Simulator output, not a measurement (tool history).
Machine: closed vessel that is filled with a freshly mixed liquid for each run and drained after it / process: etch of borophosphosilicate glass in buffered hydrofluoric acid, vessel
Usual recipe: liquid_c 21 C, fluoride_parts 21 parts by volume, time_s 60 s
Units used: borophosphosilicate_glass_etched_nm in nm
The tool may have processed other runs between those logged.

run	hour	liquid_c	fluoride_parts	time_s	wafers since the last listed run	hours since the thermometer was replaced	hours since the hydrofluoric acid flow meter was replaced	hours since the gauge calibration	read-back film thickness of the borophosphosilicate glass reference wafer, read on the same gauge (nm)	borophosphosilicate_glass_etched_nm
1	0	18	21	80	0	737	259.6	393.9	80	76.71
2	7.8	21	21	75	562	744.8	267.4	401.7	80	83.89
3	26.7	21	21	75	1363	763.7	286.3	420.6	79.99	83.99
4	69.2	21	21	70	3066	806.2	328.8	463.1	80	77.25
5	84	21	21	60	1067	821	343.6	477.9	80	66.46
6	96.4	21	21	60	894	833.4	356	490.3	80.01	65.82
7	107.4	23.5	21	60	793	844.4	367	501.3	80	76.6
8	117.3	23.5	21	60	714	854.3	376.9	511.2	80	75.25
9	129.2	21	21	85	858	866.2	388.8	523.1	79.99	93.83
10	154	21	21	85	1789	891	413.6	547.9	79.98	95.09
# hour 157.3: hydrofluoric acid flow meter replaced
# hour 162.8: gauge calibrated
# hour 166.5: thermometer replaced
11	167	18.5	21	60	793	0.5	9.7	4.2	80.01	63.96
12	182.7	18.5	21	60	1132	16.2	25.4	19.9	80.01	64.62
13	199.2	21	27.5	60	1190	32.7	41.9	36.4	79.98	61.65
14	214.9	21	21	60	1132	48.4	57.6	52.1	80	73.76
15	230.6	21	21	60	1132	64.1	73.3	67.8	80.01	72.94
16	247.3	21	16	70	1205	80.8	90	84.5	79.99	108.63
17	257	21	21	60	699	90.5	99.7	94.2	80	73.36
18	280.6	25.5	27.5	90	1702	114.1	123.3	117.8	80	115.81
19	294.1	21	21	50	974	127.6	136.8	131.3	79.99	61.02
20	307.9	25.5	25.5	35	995	141.4	150.6	145.1	79.99	47.73

Run 21 has not been measured yet. What should we expect?
21	319.5	21	21	60	837	153	162.2	156.7	?	?

For run 21 the tool returned read-back film thickness of the borophosphosilicate glass reference wafer, read on the same gauge (nm) 79.99, borophosphosilicate_glass_etched_nm 72.16 nm.
Were there no unlogged condition in the tool, this run, its random variation unchanged, would have produced borophosphosilicate_glass_etched_nm 74.14 nm.
